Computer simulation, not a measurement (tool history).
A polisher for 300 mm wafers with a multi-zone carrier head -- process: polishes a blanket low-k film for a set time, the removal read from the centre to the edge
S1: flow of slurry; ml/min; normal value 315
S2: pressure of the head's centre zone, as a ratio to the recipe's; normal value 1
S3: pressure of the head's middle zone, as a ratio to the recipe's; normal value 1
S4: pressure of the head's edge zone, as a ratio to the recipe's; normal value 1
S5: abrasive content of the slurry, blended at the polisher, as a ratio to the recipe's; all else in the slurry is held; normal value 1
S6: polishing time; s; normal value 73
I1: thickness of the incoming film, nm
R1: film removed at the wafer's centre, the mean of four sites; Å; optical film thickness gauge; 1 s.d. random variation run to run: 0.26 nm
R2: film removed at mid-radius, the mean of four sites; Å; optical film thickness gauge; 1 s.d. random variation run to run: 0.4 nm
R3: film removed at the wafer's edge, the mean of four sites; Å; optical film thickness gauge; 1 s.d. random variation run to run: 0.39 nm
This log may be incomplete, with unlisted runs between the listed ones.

Run 1, hour 0: usual settings but S2 0.96, S3 1.08, S4 1.08; I1 711.6. Result: R1 289 Å, R2 333 Å, R3 306 Å.
Run 2, hour 37.2: usual settings but S1 375 ml/min; I1 697.1. Result: R1 311 Å, R2 315 Å, R3 299 Å.
At hour 248.9: slurry nozzle cleaned.
Run 3, hour 354.2: usual settings but S2 0.95, S3 0.92, S5 1.25, S6 81 s; I1 721.4. Result: R1 361 Å, R2 363 Å, R3 377 Å.
At hour 428.5: carrier head's membrane replaced by a new one.
Run 4, hour 431.5: usual settings; I1 707.7. Result: R1 305 Å, R2 308 Å, R3 299 Å.
At hour 450.7: edge zone pressure recalibrated.
At hour 454.4: centre zone pressure recalibrated.
Run 5, hour 496: usual settings but S1 285 ml/min, S2 1.06, S4 0.92, S6 62 s; I1 723.2. Result: R1 272 Å, R2 262 Å, R3 242 Å.
Run 6, hour 594.2: usual settings but S1 345 ml/min, S2 1.1, S5 1.2; I1 706.9. Result: R1 376 Å, R2 346 Å, R3 331 Å.
Run 7, hour 686.4: usual settings; I1 702.8. Result: R1 303 Å, R2 311 Å, R3 295 Å.
Run 8, hour 735.9: usual settings but S1 415 ml/min, S4 1.07, S5 1.1, S6 82 s; I1 719.3. Result: R1 370 Å, R2 372 Å, R3 363 Å.
At hour 760.7: worn pad replaced by a new one.
Run 9, hour 823.5: usual settings but S1 375 ml/min, S2 1.08, S3 1.1; I1 710.5. Result: R1 334 Å, R2 331 Å, R3 301 Å.
Run 10, hour 877: usual settings; I1 708.8. Result: R1 306 Å, R2 306 Å, R3 302 Å.
Run 11, hour 974.8: usual settings but S1 235 ml/min, S2 0.94, S5 1.2, S6 94 s; I1 713.8. Result: R1 400 Å, R2 427 Å, R3 420 Å.
At hour 995.5: slurry nozzle cleaned.
Run 12, hour 1040.6: usual settings but S1 375 ml/min, S2 1.08, S3 1.1; I1 717. Result: R1 331 Å, R2 335 Å, R3 298 Å.
Run 13, hour 1100.4: usual settings but S1 255 ml/min, S3 1.05; I1 710.3. Result: R1 299 Å, R2 314 Å, R3 289 Å.
At hour 1141: edge zone pressure recalibrated.
Run 14, hour 1163.4: usual settings; I1 709.7. Result: R1 301 Å, R2 307 Å, R3 293 Å.
At hour 1177.1: carrier head's membrane replaced by a new one.
Run 15, hour 1226.8: usual settings; I1 702.4. Result: R1 306 Å, R2 309 Å, R3 302 Å.
Run 16, hour 1276.1: usual settings but S3 1.09, S5 1.25; I1 704.2. Result: R1 352 Å, R2 364 Å, R3 331 Å.
At hour 1345: worn pad replaced by a new one.
Run 17, hour 1372.9: usual settings but S2 0.91, S6 53 s; I1 714.3. Result: R1 199 Å, R2 220 Å, R3 217 Å.
Run 18, hour 1409.2: usual settings but S4 1.05, S5 1.3, S6 56 s; I1 713.7. Result: R1 271 Å, R2 271 Å, R3 265 Å.
Run 19, hour 1486.2: usual settings; I1 699.4. Result: R1 305 Å, R2 309 Å, R3 297 Å.
Run 20, hour 1582.3: usual settings but S5 0.7; I1 705.2. Result: R1 226 Å, R2 234 Å, R3 223 Å.

Branching from run 20: 5 alternative next runs. What would each branch give?
Run A, hour 1582.7: usual settings but S2 0.89; I1 709.9. Result: R1 ?, R2 ?, R3 ?.
Run B, hour 1582.7: usual settings but S6 90 s; I1 709.9. Result: R1 ?, R2 ?, R3 ?.
Run C, hour 1582.7: usual settings but S1 240 ml/min, S6 62 s; I1 709.9. Result: R1 ?, R2 ?, R3 ?.
Run D, hour 1582.7: usual settings but S5 0.8; I1 709.9. Result: R1 ?, R2 ?, R3 ?.
Run E, hour 1582.7: usual settings but S4 1.04; I1 709.9. Result: R1 ?, R2 ?, R3 ?.

run   R1   R2   R3
  A  267  312  300
  B  371  385  370
  C  251  261  252
  D  256  265  255
  E  301  312  306
The same runs, with their run-to-run variation unchanged, on a tool lacking any hidden condition would have given:
run   R1   R2   R3
  A  267  312  300
  B  371  385  370
  C  251  261  252
  D  256  265  255
  E  301  312  306
